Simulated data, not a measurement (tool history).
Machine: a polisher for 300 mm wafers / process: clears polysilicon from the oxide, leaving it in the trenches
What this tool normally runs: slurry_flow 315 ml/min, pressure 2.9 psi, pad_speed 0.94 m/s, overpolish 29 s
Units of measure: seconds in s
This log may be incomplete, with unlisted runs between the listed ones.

| run | hour | slurry_flow | pressure | pad_speed | overpolish | incoming thickness of the incoming film, nm | seconds |
|---|---|---|---|---|---|---|---|
| 1 | 0.0 | 315 | 3.6 | 0.94 | 29 | 597.2 | 33.9 |
|  | 16.9 | worn pad replaced by a new one |
| 2 | 17.4 | 285 | 2.9 | 0.94 | 29 | 581.2 | 35.9 |
| 3 | 47.7 | 285 | 2.9 | 0.94 | 29 | 592.8 | 39.0 |
| 4 | 61.5 | 285 | 2.9 | 0.94 | 29 | 592.9 | 39.0 |
| 5 | 85.0 | 315 | 2.9 | 0.70 | 29 | 580.8 | 45.8 |
|  | 91.4 | worn pad replaced by a new one |
| 6 | 103.0 | 315 | 2.9 | 0.86 | 35 | 599.6 | 39.4 |
| 7 | 116.5 | 315 | 2.9 | 0.86 | 35 | 584.2 | 40.2 |
| 8 | 135.8 | 315 | 2.9 | 0.86 | 35 | 597.1 | 40.9 |
| 9 | 157.1 | 315 | 2.9 | 0.94 | 41 | 585.6 | 38.6 |
|  | 178.3 | worn pad replaced by a new one |
| 10 | 178.8 | 315 | 2.9 | 0.94 | 29 | 589.5 | 36.7 |
| 11 | 194.4 | 285 | 2.9 | 0.94 | 29 | 577.8 | 37.4 |
|  | 219.8 | slurry nozzle cleaned |
| 12 | 223.3 | 275 | 2.9 | 1.04 | 46 | 585.5 | 37.2 |
| 13 | 236.1 | 220 | 3.8 | 0.82 | 36 | 592.1 | 34.5 |
| 14 | 252.0 | 285 | 2.9 | 1.22 | 45 | 599.6 | 35.2 |
|  | 269.2 | worn pad replaced by a new one |
| 15 | 280.2 | 275 | 3.8 | 1.26 | 23 | 586.0 | 24.5 |
|  | 289.4 | head pressure recalibrated |
| 16 | 309.0 | 315 | 3.6 | 1.20 | 29 | 586.3 | 26.5 |
| 17 | 336.7 | 315 | 2.3 | 1.04 | 29 | 586.8 | 44.4 |
|  | 348.6 | worn pad replaced by a new one |
| 18 | 372.2 | 315 | 3.2 | 0.94 | 29 | 587.9 | 33.5 |
| 19 | 391.4 | 315 | 2.9 | 0.94 | 20 | 599.2 | 38.2 |
| 20 | 403.9 | 315 | 2.3 | 0.94 | 35 | 588.6 | 46.9 |
| 21 | 416.3 | 315 | 2.9 | 0.94 | 29 | 587.4 | 38.8 |

Difference, measured minus no-hidden-state, one row per run. Run-to-run variation is common to both terms; the gauge's own scatter need not be:
The hidden state here: removal rate lost through wear of the pad, %; slurry flow missing at the pad, %; deviation of the head's pressure from its setpoint, %.
| run | seconds |
|---|---|
| 1 | +2.7 |
| 2 | +0.3 |
| 3 | +1.5 |
| 4 | +2.0 |
| 5 | +3.5 |
| 6 | +0.9 |
| 7 | +1.5 |
| 8 | +2.3 |
| 9 | +3.1 |
| 10 | +0.3 |
| 11 | +1.0 |
| 12 | +2.1 |
| 13 | +2.3 |
| 14 | +2.9 |
| 15 | +0.4 |
| 16 | +1.3 |
| 17 | +3.3 |
| 18 | +0.8 |
| 19 | +1.7 |
| 20 | +2.6 |
| 21 | +2.6 |
